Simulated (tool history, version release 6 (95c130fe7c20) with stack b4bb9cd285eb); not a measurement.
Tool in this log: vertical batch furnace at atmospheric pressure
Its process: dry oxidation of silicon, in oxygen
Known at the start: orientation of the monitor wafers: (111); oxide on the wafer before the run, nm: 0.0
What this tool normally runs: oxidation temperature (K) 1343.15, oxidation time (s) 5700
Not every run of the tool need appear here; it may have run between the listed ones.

run    hour  oxidation temperature (K)  oxidation time (s)  wafers since the last listed run  hours since the last temperature calibration  hours since the boat lift was adjusted  hours since the gauge calibration  read-back reference wafer on the same gauge, thickness  oxide thickness on the monitor wafer (nm)
  1     0.0                    1343.15                5700                                 0                                        3356.8                                  1611.1                              362.4                                                  136.93                                     115.90
  2    23.3                    1343.15                5700                               353                                        3380.1                                  1634.4                              385.7                                                  137.04                                     115.88
  3    48.5                    1343.15                5700                               382                                        3405.3                                  1659.6                              410.9                                                  137.04                                     115.49
  4   132.2                    1343.15                3630                              1269                                        3489.0                                  1743.3                              494.6                                                  136.99                                      87.76
  5   146.2                    1343.15                5700                               212                                        3503.0                                  1757.3                              508.6                                                  136.94                                     115.75
  6   180.8                    1343.15                5700                               524                                        3537.6                                  1791.9                              543.2                                                  136.97                                     116.14
  7   204.5                    1343.15                5700                               359                                        3561.3                                  1815.6                              566.9                                                  136.94                                     115.51
  8   232.0                    1343.15                5700                               417                                        3588.8                                  1843.1                              594.4                                                  137.03                                     115.84
  9   264.1                    1343.15                5700                               486                                        3620.9                                  1875.2                              626.5                                                  137.10                                     115.37
 10   282.8                    1343.15                5700                               283                                        3639.6                                  1893.9                              645.2                                                  136.96                                     115.61
 11   385.1                    1343.15                5700                              1551                                        3741.9                                  1996.2                              747.5                                                  136.90                                     115.46
 12   405.7                    1343.15                5700                               312                                        3762.5                                  2016.8                              768.1                                                  137.04                                     116.03
 13   428.3                    1343.15                5700                               342                                        3785.1                                  2039.4                              790.7                                                  137.04                                     115.17
 14   459.3                    1343.15                5700                               470                                        3816.1                                  2070.4                              821.7                                                  137.04                                     115.94
 15   476.7                    1343.15                5700                               263                                        3833.5                                  2087.8                              839.1                                                  137.04                                     115.64
 16   506.2                    1327.15                3780                               447                                        3863.0                                  2117.3                              868.6                                                  137.12                                      81.01
 17   525.0                    1327.15                3780                               285                                        3881.8                                  2136.1                              887.4                                                  137.07                                      81.28
      559.9  -- thermocouples replaced and temperature profile calibrated
 18   560.4                    1343.15                5700                               172                                           0.5                                  2171.5                              922.8                                                  136.98                                     115.26
 19   566.1                    1343.15                5700                                86                                           6.2                                  2177.2                              928.5                                                  136.97                                     115.56
      588.8  -- gauge calibrated
 20   600.3                    1359.15                4110                               518                                          40.4                                  2211.4                               11.5                                                  137.04                                     103.88
 21   633.2                    1323.15                4440                               498                                          73.3                                  2244.3                               44.4                                                  136.98                                      87.93
 22   658.4                    1333.15                4710                               382                                          98.5                                  2269.5                               69.6                                                  136.94                                      96.91
 23   678.6                    1343.15                5700                               306                                         118.7                                  2289.7                               89.8                                                  137.12                                     115.20
 24   702.5                    1329.15                6900                               362                                         142.6                                  2313.6                              113.7                                                  137.00                                     119.76
 25   723.4                    1343.15                5700                               316                                         163.5                                  2334.5                              134.6                                                  136.93                                     115.23
      762.4  -- boat lift adjusted
 26   762.9                    1362.15                7170                               235                                         203.0                                     0.5                              174.1                                                  136.99                                     153.52
 27   768.6                    1335.15                3150                                86                                         208.7                                     6.2                              179.8                                                  136.94                                      77.97
 28   786.9                    1343.15                6660                               277                                         227.0                                    24.5                              198.1                                                  136.93                                     130.06
 29   817.4                    1322.15                4260                               462                                         257.5                                    55.0                              228.6                                                  137.07                                      87.60
 30   851.3                    1343.15                4350                               514                                         291.4                                    88.9                              262.5                                                  136.98                                     100.35
 31   874.4                    1354.15                7080                               350                                         314.5                                   112.0                              285.6                                                  137.08                                     144.30
 32   909.1                    1343.15                5700                               526                                         349.2                                   146.7                              320.3                                                  137.06                                     118.19
 33   942.0                    1330.15                8130                               498                                         382.1                                   179.6                              353.2                                                  136.97                                     135.58
 34   975.0                    1343.15                5700                               500                                         415.1                                   212.6                              386.2                                                  137.01                                     117.72
 35  1025.1                    1333.15                4350                               759                                         465.2                                   262.7                              436.3                                                  137.03                                      93.96
 36  1048.1                    1343.15                5700                               348                                         488.2                                   285.7                              459.3                                                  136.89                                     117.85

Describe how what the log doesn't record of the tool's condition differs between the last listed run preceding each entry between runs and the first listed run following it.
Runs 17 to 18: thermocouples replaced and temperature profile calibrated (hour 559.9)
  monitor wafer colder than the profiled boat position, K: 4.71 -> 4.72
  the result without the hidden state subtracted from the measured one, oxide thickness on the monitor wafer (nm): -2.27 -> -3.29
Runs 19 to 20: gauge calibrated (hour 588.8)
  monitor wafer colder than the profiled boat position, K: 4.72 -> 4.73
  the result without the hidden state subtracted from the measured one, oxide thickness on the monitor wafer (nm): -3.30 -> -3.33
Runs 25 to 26: boat lift adjusted (hour 762.4)
  monitor wafer colder than the profiled boat position, K: 4.76 -> 0.196
  the result without the hidden state subtracted from the measured one, oxide thickness on the monitor wafer (nm): -3.32 -> -0.19
